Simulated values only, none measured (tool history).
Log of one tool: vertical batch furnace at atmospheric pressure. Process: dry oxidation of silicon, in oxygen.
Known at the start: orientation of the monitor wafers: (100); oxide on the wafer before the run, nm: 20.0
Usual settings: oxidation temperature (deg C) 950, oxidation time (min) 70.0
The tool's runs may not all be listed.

run	hour	oxidation temperature (deg C)	oxidation time (min)	wafers since the last listed run	hours since the last temperature calibration	hours since the boat lift was adjusted	hours since the gauge calibration	read-back reference wafer on the same gauge, thickness	oxide thickness on the monitor wafer (angstrom)
1	0.0	950	70.0	0	2184.6	3731.0	80.9	53.27	445.2
2	8.3	950	70.0	136	2192.9	3739.3	89.2	53.24	445.7
3	16.7	968	70.0	138	2201.3	3747.7	97.6	53.21	494.6
4	26.5	968	70.0	161	2211.1	3757.5	107.4	53.17	494.1
5	45.8	968	70.0	318	2230.4	3776.8	126.7	53.08	493.8
# hour 51.9: gauge calibrated
# hour 75.7: thermocouples replaced and temperature profile calibrated
6	76.2	935	87.5	105	0.5	3807.2	24.3	53.38	448.6
7	81.0	935	87.5	79	5.3	3812.0	29.1	53.38	449.8
8	94.3	950	70.0	219	18.6	3825.3	42.4	53.37	446.8
9	109.7	950	54.5	253	34.0	3840.7	57.8	53.30	397.4
10	116.8	962	50.5	117	41.1	3847.8	64.9	53.29	410.1
# hour 143.9: boat lift adjusted
11	144.4	969	80.0	59	68.7	0.5	92.5	53.23	534.2
12	153.3	964	54.5	146	77.6	9.4	101.4	53.20	428.0
# hour 160.6: gauge calibrated
13	169.3	939	102.5	263	93.6	25.4	8.7	53.39	503.7
14	179.7	950	70.0	171	104.0	35.8	19.1	53.40	446.5
15	203.7	950	70.0	395	128.0	59.8	43.1	53.38	445.2
16	214.3	935	87.5	174	138.6	70.4	53.7	53.36	449.6

Forecast each of these 4 alternatives for the next run:
A	219.2	950	38.0	80	143.5	75.3	58.6	?	?
B	219.2	937	101.5	80	143.5	75.3	58.6	?	?
C	219.2	950	95.5	80	143.5	75.3	58.6	?	?
D	219.2	934	41.5	80	143.5	75.3	58.6	?	?

run	read-back reference wafer on the same gauge, thickness	oxide thickness on the monitor wafer (angstrom)
A	53.34	342.2
B	53.34	492.7
C	53.34	524.0
D	53.34	325.5
Without the tool's hidden state the same runs would have given:
run	oxide thickness on the monitor wafer (angstrom)
A	342.5
B	493.2
C	524.5
D	325.8
